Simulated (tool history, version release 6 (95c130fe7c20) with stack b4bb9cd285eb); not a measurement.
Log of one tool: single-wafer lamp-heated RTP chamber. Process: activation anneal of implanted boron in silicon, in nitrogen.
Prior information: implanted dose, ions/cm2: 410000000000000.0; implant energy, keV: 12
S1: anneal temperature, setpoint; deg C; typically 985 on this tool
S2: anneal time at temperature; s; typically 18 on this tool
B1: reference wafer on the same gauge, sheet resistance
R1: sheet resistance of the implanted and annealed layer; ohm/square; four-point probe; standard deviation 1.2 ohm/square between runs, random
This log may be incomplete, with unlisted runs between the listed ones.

| run | hour | S1 | S2 | B1 | R1 |
|---|---|---|---|---|---|
| 1 | 0 | 985 | 18 | 364.09 | 316.23 |
| 2 | 41.8 | 985 | 18 | 363.75 | 312.2 |
|  | 53 | pyrometer window cleaned and pyrometer calibrated |
| 3 | 53.5 | 985 | 18 | 364.12 | 310.93 |
| 4 | 63.6 | 985 | 18 | 364.1 | 310.06 |
| 5 | 76.1 | 985 | 18 | 363.97 | 313.49 |
| 6 | 92.3 | 985 | 18 | 363.99 | 309.03 |
| 7 | 99.3 | 985 | 18 | 364.15 | 308.68 |
| 8 | 110 | 985 | 18 | 364.22 | 310.98 |
|  | 121 | gauge calibrated |
|  | 127.1 | pyrometer window cleaned and pyrometer calibrated, repeated, since the last time left the tool worse |
| 9 | 127.6 | 985 | 18 | 364.18 | 316.08 |
| 10 | 134.6 | 985 | 18 | 363.94 | 316.86 |
|  | 143.8 | reflector plate cleaned |
| 11 | 144.3 | 985 | 18 | 364.05 | 316.07 |
| 12 | 157.2 | 985 | 18 | 363.99 | 318.09 |
| 13 | 166.3 | 985 | 18 | 364 | 314.36 |
| 14 | 183.7 | 1007 | 18 | 363.98 | 308.14 |
| 15 | 192.9 | 985 | 15 | 363.98 | 315.28 |
| 16 | 204.3 | 985 | 18 | 363.86 | 315.15 |
| 17 | 222.1 | 974 | 18 | 364.23 | 322.23 |
| 18 | 233 | 1009 | 13 | 364.17 | 308.26 |
| 19 | 240.8 | 985 | 18 | 364.14 | 314.16 |
| 20 | 247.3 | 985 | 18 | 364.04 | 312.97 |
| 21 | 256.4 | 968 | 13 | 364.15 | 327.85 |
| 22 | 268.8 | 968 | 18 | 363.91 | 325.89 |
| 23 | 280.9 | 1014 | 18 | 364.08 | 306.26 |
|  | 299.2 | pyrometer window cleaned and pyrometer calibrated |
| 24 | 299.7 | 985 | 18 | 363.77 | 317.29 |
| 25 | 309.5 | 1015 | 18 | 364.03 | 309.15 |
| 26 | 327.4 | 985 | 18 | 364.02 | 316.74 |
| 27 | 335.8 | 976 | 18 | 364.16 | 319.9 |

Selected run-to-run steps in R1, each split into two signed amounts: the part the tool would show with no hidden state at all (from settings, incoming material and random variation), and the remainder, which goes to the hidden state together with any gauge scatter not common to the measured and the hidden-state-free results:
Hidden conditions of the tool in this case: true wafer temperature minus pyrometer reading, K; wafer temperature error from the tarnished reflector plate, K; gauge reads high (%).
Run 8 -> 9: gauge calibrated, pyrometer window cleaned and pyrometer calibrated, repeated, since the last time left the tool worse. R1 +5.1 ohm/square: hidden state +6.49, all else -1.39.
Run 20 -> 21: S1 985 -> 968, S2 18 -> 13. R1 +14.88 ohm/square: hidden state -5.59, all else +20.47.
Run 22 -> 23: S1 968 -> 1014. R1 -19.63 ohm/square: hidden state +7.97, all else -27.6.
